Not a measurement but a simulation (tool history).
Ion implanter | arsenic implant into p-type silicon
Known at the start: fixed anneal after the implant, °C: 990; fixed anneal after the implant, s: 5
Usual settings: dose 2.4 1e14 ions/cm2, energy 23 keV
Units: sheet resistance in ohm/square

run    hour  dose  energy  wafers since the last listed run  hours since the last dose calibration  hours since the extraction supply was calibrated  hours since the gauge calibration  read-back reference wafer on the same gauge, sheet resistance  sheet resistance
  1       0   2.4      23                                 0                                  937.9                                            1979.7                              613.7                                                         394.97            337.34
  2    15.1  1.92      23                               272                                    953                                            1994.8                              628.8                                                          394.6            398.56
  3    29.5  1.92      23                               260                                  967.4                                            2009.2                              643.2                                                         394.78            397.58
  4    42.5  1.92      23                               234                                  980.4                                            2022.2                              656.2                                                          395.3            396.76
  5    69.4  1.92    26.5                               485                                 1007.3                                            2049.1                              683.1                                                         394.98            392.07
  6    83.6  1.92    26.5                               256                                 1021.5                                            2063.3                              697.3                                                         395.14            388.09
  7   112.8  1.92    26.5                               527                                 1050.7                                            2092.5                              726.5                                                          395.3            384.68
  8   135.4   2.4      23                               408                                 1073.3                                            2115.1                              749.1                                                         394.98            337.53
  9   159.5   2.4      23                               435                                 1097.4                                            2139.2                              773.2                                                         394.96            337.01
 10   181.9   2.4      23                               404                                 1119.8                                            2161.6                              795.6                                                         395.01            338.81
 11   201.5  2.25      23                               353                                 1139.4                                            2181.2                              815.2                                                         395.37            355.04
 12   229.7  2.25      23                               509                                 1167.6                                            2209.4                              843.4                                                         394.77            350.87
 13   259.9  2.03      23                               545                                 1197.8                                            2239.6                              873.6                                                         394.82            378.74
        296  -- gauge calibrated
 14   345.4  2.03      23                              1544                                 1283.3                                            2325.1                               49.4                                                         395.22            378.98
 15     372  2.03      23                               480                                 1309.9                                            2351.7                                 76                                                          394.8            380.43
 16   389.4   2.4      23                               314                                 1327.3                                            2369.1                               93.4                                                         395.06            335.77
 17   405.6   2.4      23                               292                                 1343.5                                            2385.3                              109.6                                                         395.22            335.26
 18   424.4  1.98    20.5                               339                                 1362.3                                            2404.1                              128.4                                                          395.2            392.93
 19   512.3  2.16    19.5                              1587                                 1450.2                                              2492                              216.3                                                         395.05             369.7
 20   537.6  1.69    26.5                               456                                 1475.5                                            2517.3                              241.6                                                         395.26            421.11
 21   559.9   2.4      23                               402                                 1497.8                                            2539.6                              263.9                                                         395.28            334.88
 22   592.1   2.4      23                               581                                   1530                                            2571.8                              296.1                                                         395.31            334.32
 23   615.4  2.03      23                               420                                 1553.3                                            2595.1                              319.4                                                         395.09            376.57
 24   630.9   2.4      23                               279                                 1568.8                                            2610.6                              334.9                                                         394.77            334.69
 25   660.4  2.73      23                               532                                 1598.3                                            2640.1                              364.4                                                         394.67            305.35
 26   690.1  2.81      20                               536                                   1628                                            2669.8                              394.1                                                          394.8            304.22
 27   726.1   2.4      23                               650                                   1664                                            2705.8                              430.1                                                         394.82            334.54
 28     742   2.4      23                               287                                 1679.9                                            2721.7                                446                                                         395.33            332.09
      760.8  -- extraction supply calibrated
 29   761.3  2.84    19.5                               204                                 1699.2                                               0.5                              465.3                                                         395.38            301.38
 30   775.7  1.68      20                               260                                 1713.6                                              14.9                              479.7                                                         394.76            441.96
      819.8  -- Faraday cup replaced and dose calibrated
 31   850.1   2.4    28.5                              1199                                   30.3                                              89.3                              554.1                                                         395.21            331.41
 32   877.3  2.68      18                               491                                   57.5                                             116.5                              581.3                                                         395.04            327.35
 33   897.2  1.81      26                               359                                   77.4                                             136.4                              601.2                                                         395.02            411.24
 34   909.9  2.03      19                               229                                   90.1                                             149.1                              613.9                                                          395.3            398.85
 35   934.8  1.92    26.5                               449                                    115                                               174                              638.8                                                         394.59            391.28
 36  1032.9  2.82      27                              1771                                  213.1                                             272.1                              736.9                                                         395.33             297.8
 37  1068.3  3.02      15                               639                                  248.5                                             307.5                              772.3                                                         394.92             305.7

The tool's hidden state at each run:
deviation of the true energy from its setpoint, %: 0 in every run
gauge reads high (%): 0 in every run
H1: deviation of the true dose from the Faraday cup's reading, %
run     H1
  1   2.29
  2   2.33
  3   2.36
  4    2.4
  5   2.46
  6    2.5
  7   2.57
  8   2.63
  9   2.69
 10   2.75
 11    2.8
 12   2.87
 13   2.95
 14   3.16
 15   3.23
 16   3.27
 17   3.32
 18   3.36
 19   3.59
 20   3.65
 21   3.71
 22   3.79
 23   3.85
 24   3.89
 25   3.96
 26   4.04
 27   4.13
 28   4.17
 29   4.22
 30   4.25
 31  0.114
 32  0.183
 33  0.233
 34  0.265
 35  0.328
 36  0.577
 37  0.667

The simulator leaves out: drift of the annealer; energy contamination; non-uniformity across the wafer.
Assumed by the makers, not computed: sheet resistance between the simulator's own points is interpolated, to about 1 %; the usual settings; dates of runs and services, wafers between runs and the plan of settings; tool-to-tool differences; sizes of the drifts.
